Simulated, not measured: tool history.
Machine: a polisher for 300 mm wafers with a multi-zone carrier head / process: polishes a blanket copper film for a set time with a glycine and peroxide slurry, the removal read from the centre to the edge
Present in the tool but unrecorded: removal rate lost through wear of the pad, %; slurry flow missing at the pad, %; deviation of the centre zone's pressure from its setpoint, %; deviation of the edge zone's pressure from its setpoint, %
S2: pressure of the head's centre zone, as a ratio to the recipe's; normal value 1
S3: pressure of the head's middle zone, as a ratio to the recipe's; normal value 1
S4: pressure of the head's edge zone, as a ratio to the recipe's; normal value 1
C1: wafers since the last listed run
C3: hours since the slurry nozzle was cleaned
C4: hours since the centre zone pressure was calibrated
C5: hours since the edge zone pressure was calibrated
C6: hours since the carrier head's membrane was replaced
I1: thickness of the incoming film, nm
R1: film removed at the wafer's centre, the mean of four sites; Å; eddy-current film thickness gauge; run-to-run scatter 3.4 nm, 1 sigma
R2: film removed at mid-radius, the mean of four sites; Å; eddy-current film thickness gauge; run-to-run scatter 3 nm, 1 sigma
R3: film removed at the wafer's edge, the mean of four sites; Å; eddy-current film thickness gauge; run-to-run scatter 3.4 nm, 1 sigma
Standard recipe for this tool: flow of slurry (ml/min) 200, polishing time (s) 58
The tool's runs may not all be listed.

{"run": 1, "hour": 0.0, "flow of slurry (ml/min)": 200, "S2": 1, "S3": 1, "S4": 1.05, "polishing time (s)": 58, "C1": 0, "wafers polished on this pad": 214, "C3": 176.6, "C4": 614.3, "C5": 1116.8, "C6": 870.1, "I1": 1051.2, "R1": 4567, "R2": 4216, "R3": 4293}
{"run": 2, "hour": 8.9, "flow of slurry (ml/min)": 200, "S2": 1, "S3": 1, "S4": 1.05, "polishing time (s)": 58, "C1": 51, "wafers polished on this pad": 265, "C3": 185.5, "C4": 623.2, "C5": 1125.7, "C6": 879, "I1": 1032.6, "R1": 4572, "R2": 4213, "R3": 4286}
{"run": 3, "hour": 38.1, "flow of slurry (ml/min)": 200, "S2": 1, "S3": 1, "S4": 1.05, "polishing time (s)": 58, "C1": 168, "wafers polished on this pad": 434, "C3": 214.7, "C4": 652.4, "C5": 1154.9, "C6": 908.2, "I1": 1036.3, "R1": 4592, "R2": 4231, "R3": 4353}
{"run": 4, "hour": 55.1, "flow of slurry (ml/min)": 200, "S2": 1, "S3": 1, "S4": 1, "polishing time (s)": 58, "C1": 98, "wafers polished on this pad": 532, "C3": 231.7, "C4": 669.4, "C5": 1171.9, "C6": 925.2, "I1": 1049.8, "R1": 4614, "R2": 4181, "R3": 4185}
{"run": 5, "hour": 69.4, "flow of slurry (ml/min)": 200, "S2": 1, "S3": 1, "S4": 1, "polishing time (s)": 58, "C1": 82, "wafers polished on this pad": 614, "C3": 246, "C4": 683.7, "C5": 1186.2, "C6": 939.5, "I1": 1047, "R1": 4587, "R2": 4245, "R3": 4165}
{"run": 6, "hour": 79.7, "flow of slurry (ml/min)": 200, "S2": 1, "S3": 1, "S4": 1, "polishing time (s)": 58, "C1": 59, "wafers polished on this pad": 674, "C3": 256.3, "C4": 694, "C5": 1196.5, "C6": 949.8, "I1": 1037.5, "R1": 4545, "R2": 4223, "R3": 4167}
{"hour": 121.7, "done": "centre zone pressure recalibrated"}
{"run": 7, "hour": 131.3, "flow of slurry (ml/min)": 200, "S2": 1, "S3": 1, "S4": 1, "polishing time (s)": 58, "C1": 286, "wafers polished on this pad": 960, "C3": 307.9, "C4": 9.6, "C5": 1248.1, "C6": 1001.4, "I1": 1025.9, "R1": 3584, "R2": 4271, "R3": 4193}
{"hour": 141.5, "done": "slurry nozzle cleaned"}
{"run": 8, "hour": 143.0, "flow of slurry (ml/min)": 200, "S2": 1, "S3": 1, "S4": 1, "polishing time (s)": 58, "C1": 61, "wafers polished on this pad": 1022, "C3": 1.5, "C4": 21.3, "C5": 1259.8, "C6": 1013.1, "I1": 1045.4, "R1": 3617, "R2": 4198, "R3": 4250}
{"hour": 161.8, "done": "centre zone pressure recalibrated, repeated, since the last time left the tool worse"}
{"run": 9, "hour": 162.3, "flow of slurry (ml/min)": 160, "S2": 0.91, "S3": 1, "S4": 1.09, "polishing time (s)": 58, "C1": 99, "wafers polished on this pad": 1122, "C3": 20.8, "C4": 0.5, "C5": 1279.1, "C6": 1032.4, "I1": 1030.4, "R1": 3718, "R2": 4113, "R3": 4216}
{"run": 10, "hour": 174.5, "flow of slurry (ml/min)": 165, "S2": 1, "S3": 1, "S4": 1, "polishing time (s)": 72, "C1": 70, "wafers polished on this pad": 1192, "C3": 33, "C4": 12.7, "C5": 1291.3, "C6": 1044.6, "I1": 1028.1, "R1": 5171, "R2": 5070, "R3": 5053}
{"hour": 192.1, "done": "carrier head's membrane replaced by a new one"}
{"hour": 199.3, "done": "edge zone pressure recalibrated"}
{"hour": 219.6, "done": "worn pad replaced by a new one"}
{"run": 11, "hour": 221.7, "flow of slurry (ml/min)": 200, "S2": 1, "S3": 1, "S4": 1, "polishing time (s)": 58, "C1": 209, "wafers polished on this pad": 12, "C3": 80.2, "C4": 59.9, "C5": 22.4, "C6": 29.6, "I1": 1051.7, "R1": 4365, "R2": 4253, "R3": 4188}
{"run": 12, "hour": 234.0, "flow of slurry (ml/min)": 265, "S2": 0.92, "S3": 1, "S4": 0.93, "polishing time (s)": 47, "C1": 71, "wafers polished on this pad": 83, "C3": 92.5, "C4": 72.2, "C5": 34.7, "C6": 41.9, "I1": 1037.6, "R1": 3390, "R2": 3557, "R3": 3396}
{"run": 13, "hour": 248.2, "flow of slurry (ml/min)": 200, "S2": 1, "S3": 1, "S4": 1, "polishing time (s)": 58, "C1": 81, "wafers polished on this pad": 165, "C3": 106.7, "C4": 86.4, "C5": 48.9, "C6": 56.1, "I1": 1051.3, "R1": 4436, "R2": 4270, "R3": 4251}
{"run": 14, "hour": 258.5, "flow of slurry (ml/min)": 200, "S2": 1, "S3": 0.92, "S4": 1.07, "polishing time (s)": 47, "C1": 59, "wafers polished on this pad": 224, "C3": 117, "C4": 96.7, "C5": 59.2, "C6": 66.4, "I1": 1037.9, "R1": 3520, "R2": 3241, "R3": 3520}
{"run": 15, "hour": 268.2, "flow of slurry (ml/min)": 200, "S2": 1, "S3": 0.95, "S4": 1, "polishing time (s)": 50, "C1": 56, "wafers polished on this pad": 280, "C3": 126.7, "C4": 106.4, "C5": 68.9, "C6": 76.1, "I1": 1047, "R1": 3817, "R2": 3485, "R3": 3609}
{"run": 16, "hour": 281.8, "flow of slurry (ml/min)": 200, "S2": 1, "S3": 1, "S4": 1, "polishing time (s)": 58, "C1": 78, "wafers polished on this pad": 359, "C3": 140.3, "C4": 120, "C5": 82.5, "C6": 89.7, "I1": 1041.1, "R1": 4474, "R2": 4203, "R3": 4150}
{"run": 17, "hour": 290.1, "flow of slurry (ml/min)": 200, "S2": 1.09, "S3": 1, "S4": 1, "polishing time (s)": 58, "C1": 47, "wafers polished on this pad": 407, "C3": 148.6, "C4": 128.3, "C5": 90.8, "C6": 98, "I1": 1033.9, "R1": 4810, "R2": 4208, "R3": 4215}

Here are 5 independent what-if runs from the current tool condition. What would each one return?
{"run": "A", "hour": 290.5, "flow of slurry (ml/min)": 200, "S2": 1, "S3": 1, "S4": 1, "polishing time (s)": 58, "C1": 2, "wafers polished on this pad": 409, "C3": 149, "C4": 128.7, "C5": 91.2, "C6": 98.4, "I1": 1051.4, "R1": "?", "R2": "?", "R3": "?"}
{"run": "B", "hour": 290.5, "flow of slurry (ml/min)": 140, "S2": 1, "S3": 1, "S4": 1, "polishing time (s)": 71, "C1": 2, "wafers polished on this pad": 409, "C3": 149, "C4": 128.7, "C5": 91.2, "C6": 98.4, "I1": 1051.4, "R1": "?", "R2": "?", "R3": "?"}
{"run": "C", "hour": 290.5, "flow of slurry (ml/min)": 200, "S2": 1.1, "S3": 1, "S4": 1, "polishing time (s)": 49, "C1": 2, "wafers polished on this pad": 409, "C3": 149, "C4": 128.7, "C5": 91.2, "C6": 98.4, "I1": 1051.4, "R1": "?", "R2": "?", "R3": "?"}
{"run": "D", "hour": 290.5, "flow of slurry (ml/min)": 145, "S2": 1.04, "S3": 0.97, "S4": 1, "polishing time (s)": 49, "C1": 2, "wafers polished on this pad": 409, "C3": 149, "C4": 128.7, "C5": 91.2, "C6": 98.4, "I1": 1051.4, "R1": "?", "R2": "?", "R3": "?"}
{"run": "E", "hour": 290.5, "flow of slurry (ml/min)": 200, "S2": 0.9, "S3": 0.88, "S4": 0.95, "polishing time (s)": 43, "C1": 2, "wafers polished on this pad": 409, "C3": 149, "C4": 128.7, "C5": 91.2, "C6": 98.4, "I1": 1051.4, "R1": "?", "R2": "?", "R3": "?"}

run=A R1=4417 R2=4253 R3=4270
run=B R1=4995 R2=4853 R3=4968
run=C R1=4106 R2=3591 R3=3607
run=D R1=3619 R2=3298 R3=3450
run=E R1=2943 R2=2859 R3=3100
Stripped of hidden state, with their random variation kept, the same runs would have yielded:
run=A R1=4226 R2=4254 R3=4270
run=B R1=4779 R2=4854 R3=4968
run=C R1=3930 R2=3592 R3=3607
run=D R1=3463 R2=3298 R3=3450
run=E R1=2815 R2=2860 R3=3100
